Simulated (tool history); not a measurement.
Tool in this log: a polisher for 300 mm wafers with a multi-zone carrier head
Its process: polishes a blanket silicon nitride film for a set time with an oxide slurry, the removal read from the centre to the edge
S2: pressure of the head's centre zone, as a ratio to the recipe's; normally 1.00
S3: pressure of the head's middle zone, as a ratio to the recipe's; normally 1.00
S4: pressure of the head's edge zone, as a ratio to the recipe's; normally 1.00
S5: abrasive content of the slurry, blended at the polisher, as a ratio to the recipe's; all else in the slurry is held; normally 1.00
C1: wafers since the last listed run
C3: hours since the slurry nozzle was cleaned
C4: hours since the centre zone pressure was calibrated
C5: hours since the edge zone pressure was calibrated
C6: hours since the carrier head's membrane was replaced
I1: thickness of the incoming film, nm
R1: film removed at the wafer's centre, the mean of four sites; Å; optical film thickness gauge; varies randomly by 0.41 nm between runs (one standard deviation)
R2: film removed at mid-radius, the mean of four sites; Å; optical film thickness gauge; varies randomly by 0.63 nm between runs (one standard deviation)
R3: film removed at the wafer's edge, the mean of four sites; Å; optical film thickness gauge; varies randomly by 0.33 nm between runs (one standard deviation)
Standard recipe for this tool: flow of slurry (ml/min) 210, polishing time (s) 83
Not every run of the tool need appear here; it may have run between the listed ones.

Run 1, hour 0.0: usual settings; C1 0; wafers polished on this pad 2165; C3 96.3; C4 89.0; C5 994.1; C6 318.2; I1 369.0. Result: R1 522 Å, R2 512 Å, R3 529 Å.
Run 2, hour 107.5: usual settings but S5 0.80, polishing time (s) 112; C1 1359; wafers polished on this pad 3525; C3 203.8; C4 196.5; C5 1101.6; C6 425.7; I1 372.3. Result: R1 594 Å, R2 569 Å, R3 604 Å.
Run 3, hour 202.8: usual settings but polishing time (s) 59; C1 1205; wafers polished on this pad 4730; C3 299.1; C4 291.8; C5 1196.9; C6 521.0; I1 372.0. Result: R1 355 Å, R2 350 Å, R3 365 Å.
Run 4, hour 268.3: usual settings; C1 828; wafers polished on this pad 5559; C3 364.6; C4 357.3; C5 1262.4; C6 586.5; I1 371.2. Result: R1 501 Å, R2 487 Å, R3 505 Å.
Run 5, hour 371.8: usual settings but S2 1.08, polishing time (s) 93; C1 1309; wafers polished on this pad 6868; C3 468.1; C4 460.8; C5 1365.9; C6 690.0; I1 375.0. Result: R1 596 Å, R2 532 Å, R3 553 Å.
At hour 401.1: worn pad replaced by a new one.
At hour 428.0: carrier head's membrane replaced by a new one.
Run 6, hour 432.0: usual settings but S4 1.11, S5 0.85, polishing time (s) 102; C1 647; wafers polished on this pad 327; C3 528.3; C4 521.0; C5 1426.1; C6 4.0; I1 373.6. Result: R1 547 Å, R2 530 Å, R3 590 Å.
Run 7, hour 510.8: usual settings but flow of slurry (ml/min) 230, S2 1.10, S3 1.06, polishing time (s) 69; C1 996; wafers polished on this pad 1324; C3 607.1; C4 599.8; C5 1504.9; C6 82.8; I1 374.6. Result: R1 464 Å, R2 430 Å, R3 429 Å.
At hour 552.5: edge zone pressure recalibrated.
Run 8, hour 584.8: usual settings but S2 0.95, S4 1.09; C1 910; wafers polished on this pad 2235; C3 681.1; C4 673.8; C5 32.3; C6 156.8; I1 372.5. Result: R1 466 Å, R2 493 Å, R3 524 Å.
Run 9, hour 662.4: usual settings but flow of slurry (ml/min) 160; C1 981; wafers polished on this pad 3216; C3 758.7; C4 751.4; C5 109.9; C6 234.4; I1 367.9. Result: R1 446 Å, R2 440 Å, R3 483 Å.
Run 10, hour 739.0: usual settings but flow of slurry (ml/min) 180, S2 1.04, S3 1.08, S5 0.85; C1 968; wafers polished on this pad 4185; C3 835.3; C4 828.0; C5 186.5; C6 311.0; I1 374.3. Result: R1 432 Å, R2 431 Å, R3 442 Å.
Run 11, hour 811.7: usual settings; C1 919; wafers polished on this pad 5105; C3 908.0; C4 900.7; C5 259.2; C6 383.7; I1 364.2. Result: R1 485 Å, R2 476 Å, R3 497 Å.
At hour 843.0: slurry nozzle cleaned.
Run 12, hour 865.8: usual settings but flow of slurry (ml/min) 180; C1 671; wafers polished on this pad 5776; C3 22.8; C4 954.8; C5 313.3; C6 437.8; I1 363.6. Result: R1 493 Å, R2 491 Å, R3 506 Å.

Estimate the outcome of run 13 from the log above:
Run 13, hour 929.6: usual settings but S4 1.05, S5 0.90, polishing time (s) 56; C1 807; wafers polished on this pad 6583; C3 86.6; C4 1018.6; C5 377.1; C6 501.6; I1 365.2. Result: R1 ?, R2 ?, R3 ?.

R1: 316 Å
R2: 310 Å
R3: 326 Å
Minus the tool's unlogged condition, the same run would have read R1 336 Å, R2 328 Å, R3 343 Å.
